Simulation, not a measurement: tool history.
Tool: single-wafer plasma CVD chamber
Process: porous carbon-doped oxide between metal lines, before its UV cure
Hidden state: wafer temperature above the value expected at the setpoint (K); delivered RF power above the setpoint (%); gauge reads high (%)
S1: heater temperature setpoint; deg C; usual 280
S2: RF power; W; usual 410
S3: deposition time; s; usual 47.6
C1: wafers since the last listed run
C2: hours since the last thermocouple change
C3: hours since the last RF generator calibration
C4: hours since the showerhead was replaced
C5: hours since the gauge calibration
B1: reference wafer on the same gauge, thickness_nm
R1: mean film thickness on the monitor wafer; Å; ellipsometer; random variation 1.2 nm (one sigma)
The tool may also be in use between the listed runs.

Run 1, day 0.000: usual settings; C1 0; C2 677.2; C3 211.3; C4 3073.1; C5 1118.2; B1 284.364. Result: R1 2511.12 Å.
At day 2.054: gauge calibrated.
Run 2, day 9.983: usual settings; C1 6013; C2 916.8; C3 450.9; C4 3312.7; C5 190.3; B1 284.167. Result: R1 2470.39 Å.
Run 3, day 12.475: usual settings; C1 1500; C2 976.6; C3 510.7; C4 3372.5; C5 250.1; B1 284.684. Result: R1 2476.75 Å.
Run 4, day 15.662: usual settings but S3 43.9 s; C1 1919; C2 1053.1; C3 587.2; C4 3449.0; C5 326.6; B1 283.433. Result: R1 2270.58 Å.
Run 5, day 18.562: usual settings; C1 1746; C2 1122.7; C3 656.8; C4 3518.6; C5 396.2; B1 283.228. Result: R1 2427.32 Å.
Run 6, day 30.758: usual settings but S3 45.5 s; C1 7345; C2 1415.4; C3 949.5; C4 3811.3; C5 688.9; B1 283.590. Result: R1 2242.82 Å.
Run 7, day 34.646: usual settings but S3 45.5 s; C1 2341; C2 1508.7; C3 1042.8; C4 3904.6; C5 782.2; B1 283.549. Result: R1 2212.70 Å.
At day 35.321: RF generator calibrated.
Run 8, day 37.433: usual settings; C1 1478; C2 1575.6; C3 50.7; C4 3971.5; C5 849.1; B1 284.212. Result: R1 2482.10 Å.
Run 9, day 40.367: usual settings but S2 465 W; C1 1766; C2 1646.0; C3 121.1; C4 4041.9; C5 919.5; B1 283.710. Result: R1 2758.06 Å.
At day 46.558: gauge calibrated.
Run 10, day 47.979: usual settings; C1 4585; C2 1828.7; C3 303.8; C4 4224.6; C5 34.1; B1 283.851. Result: R1 2462.71 Å.
Run 11, day 51.462: usual settings but S1 268 deg C, S2 480 W; C1 2098; C2 1912.3; C3 387.4; C4 4308.2; C5 117.7; B1 283.574. Result: R1 3026.31 Å.
At day 53.167: thermocouple changed; heater temperature recalibrated.
Run 12, day 54.883: usual settings but S1 291 deg C, S2 490 W, S3 42.2 s; C1 1859; C2 41.2; C3 469.5; C4 4390.3; C5 199.8; B1 284.704. Result: R1 2476.89 Å.
Run 13, day 58.333: usual settings but S1 291 deg C, S2 490 W, S3 42.2 s; C1 2078; C2 124.0; C3 552.3; C4 4473.1; C5 282.6; B1 284.509. Result: R1 2472.99 Å.
Run 14, day 62.254: usual settings but S1 266 deg C, S2 490 W, S3 53.7 s; C1 2361; C2 218.1; C3 646.4; C4 4567.2; C5 376.7; B1 284.385. Result: R1 3519.55 Å.
At day 64.638: showerhead replaced.
Run 15, day 64.658: usual settings; C1 1247; C2 275.8; C3 704.1; C4 0.5; C5 434.4; B1 284.207. Result: R1 2453.79 Å.
Run 16, day 66.821: usual settings but S2 335 W, S3 51.7 s; C1 1302; C2 327.7; C3 756.0; C4 52.4; C5 486.3; B1 283.437. Result: R1 2128.88 Å.
Run 17, day 70.508: usual settings; C1 2221; C2 416.2; C3 844.5; C4 140.9; C5 574.8; B1 284.221. Result: R1 2401.26 Å.
Run 18, day 74.762: usual settings but S2 335 W, S3 38.7 s; C1 2562; C2 518.3; C3 946.6; C4 243.0; C5 676.9; B1 283.678. Result: R1 1562.32 Å.
Run 19, day 76.871: usual settings but S1 266 deg C, S2 330 W, S3 54.4 s; C1 1269; C2 568.9; C3 997.2; C4 293.6; C5 727.5; B1 283.585. Result: R1 2306.17 Å.
At day 78.258: RF generator calibrated.
Run 20, day 81.083: usual settings but S1 267 deg C, S2 490 W, S3 51.8 s; C1 2336; C2 670.0; C3 67.8; C4 394.7; C5 828.6; B1 283.835. Result: R1 3467.61 Å.

The tool's hidden state at each run:
gauge reads high (%): 0 in every run
H1: wafer temperature above the value expected at the setpoint (K)
H2: delivered RF power above the setpoint (%)
run       H1      H2
  1     4.37  -0.451
  2     4.91    -1.5
  3     5.01   -1.87
  4     5.13   -2.43
  5     5.22      -3
  6     5.51   -6.09
  7     5.57   -7.32
  8     5.61  -0.875
  9     5.65  -0.955
 10     5.73   -1.47
 11     5.76   -1.85
 12  -0.0614   -2.31
 13    0.593   -2.87
 14     1.23   -3.61
 15     1.57   -4.12
 16     1.85   -4.62
 17     2.27   -5.55
 18     2.68   -6.76
 19     2.86   -7.41
 20     3.17  -0.155
